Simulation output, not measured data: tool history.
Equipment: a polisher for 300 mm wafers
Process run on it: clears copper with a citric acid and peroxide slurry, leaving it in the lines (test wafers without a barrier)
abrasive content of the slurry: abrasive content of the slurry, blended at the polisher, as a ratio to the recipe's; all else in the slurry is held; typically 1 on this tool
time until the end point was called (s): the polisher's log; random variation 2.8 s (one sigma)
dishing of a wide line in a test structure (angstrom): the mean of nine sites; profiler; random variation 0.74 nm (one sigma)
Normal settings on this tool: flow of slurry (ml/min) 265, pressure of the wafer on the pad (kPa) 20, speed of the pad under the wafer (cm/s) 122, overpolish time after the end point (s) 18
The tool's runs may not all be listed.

run     day  flow of slurry (ml/min)  pressure of the wafer on the pad (kPa)  speed of the pad under the wafer (cm/s)  abrasive content of the slurry  overpolish time after the end point (s)  wafers since the last listed run  wafers polished on this pad  hours since the slurry nozzle was cleaned  hours since the head pressure was calibrated  hours since the slurry blender was calibrated  incoming thickness of the incoming film, nm  time until the end point was called (s)  dishing of a wide line in a test structure (angstrom)
  1       0                      265                                      20                                      122                               1                                       18                                 0                          558                                      266.6                                         186.5                                          425.1                                        428.2                                    207.6                                                    300
      1.621  -- slurry blender recalibrated
  2   1.642                      265                                      20                                      122                               1                                       18                               335                          894                                        306                                         225.9                                            0.5                                        421.1                                    203.6                                                    296
  3   4.796                      265                                      20                                      122                               1                                       18                               678                         1572                                      381.7                                         301.6                                           76.2                                        429.8                                    206.7                                                    315
  4   8.908                      265                                      20                                      122                               1                                       18                               885                         2458                                      480.4                                         400.3                                          174.9                                          428                                    210.7                                                    309
  5  11.325                      265                                      20                                      122                               1                                        9                               520                         2978                                      538.4                                         458.3                                          232.9                                        432.8                                    208.7                                                    160
     14.342  -- slurry nozzle cleaned
  6  15.604                      265                                      20                                      122                               1                                        9                               912                         3890                                       30.3                                           561                                          335.6                                        432.1                                    212.9                                                    152
  7  18.571                      265                                      20                                      122                               1                                        9                               638                         4529                                      101.5                                         632.2                                          406.8                                        435.9                                    216.4                                                    149
     20.938  -- worn pad replaced by a new one, of another model than before
  8  21.938                      265                                      20                                      122                               1                                       18                               688                          214                                      182.3                                           713                                          487.6                                        430.8                                    210.5                                                    299
  9  24.288                      265                                      20                                      122                               1                                       18                               505                          720                                      238.7                                         769.4                                            544                                        430.4                                    212.4                                                    290
     25.946  -- slurry blender recalibrated
       26.2  -- head pressure recalibrated
 10  27.721                      265                                      20                                      122                               1                                       18                               703                         1423                                      321.1                                          36.5                                           42.6                                        434.9                                    202.2                                                    311
 11  30.217                      265                                    22.1                                      122                               1                                       18                               537                         1961                                        381                                          96.4                                          102.5                                          425                                    185.3                                                    319
 12  33.188                      265                                      20                                      122                               1                                       18                               639                         2600                                      452.3                                         167.7                                          173.8                                        430.9                                    200.7                                                    307
 13  34.838                      265                                    26.2                                      122                             1.1                                       18                               355                         2955                                      491.9                                         207.3                                          213.4                                        422.3                                    157.6                                                    361
 14  37.871                      265                                      20                                      140                               1                                       18                               652                         3608                                      564.7                                         280.1                                          286.2                                        434.3                                    179.9                                                    341
 15    39.9                      265                                      20                                      122                               1                                       25                               436                         4045                                      613.4                                         328.8                                          334.9                                        434.8                                    205.5                                                    408
     40.183  -- slurry nozzle cleaned
     42.812  -- worn pad replaced by a new one
 16  44.021                      265                                    22.1                                      122                               1                                       18                               842                          260                                       92.1                                         427.7                                          433.8                                        428.3                                      188                                                    317
 17   46.05                      240                                    22.8                                      122                             1.3                                       21                               436                          696                                      140.8                                         476.4                                          482.5                                        421.6                                    168.5                                                    400
     47.079  -- slurry blender recalibrated
 18  50.004                      265                                      20                                      122                               1                                       18                               833                         1530                                      235.7                                         571.3                                           70.2                                        422.6                                    203.1                                                    297
 19  56.196                      265                                      20                                      122                               1                                       26                              1332                         2862                                      384.3                                         719.9                                          218.8                                        431.4                                    207.1                                                    418
     59.446  -- head pressure recalibrated
 20   60.15                      300                                    25.5                                      122                               1                                       18                               833                         3696                                      479.2                                          16.9                                          313.7                                        429.9                                    169.5                                                    343

Predict the results of run 21:
     63.296  -- slurry nozzle cleaned
 21  63.65                      265                                      20                                      122                               1                                       18                               744                         4440                                        8.5                                         100.9                                          397.7                                        436.1                                        ?                                                      ?

Run 21 measured time until the end point was called (s) 204.3, dishing of a wide line in a test structure (angstrom) 308.
Without the tool's hidden state the same run would have given time until the end point was called (s) 202.2, dishing of a wide line in a test structure (angstrom) 311.
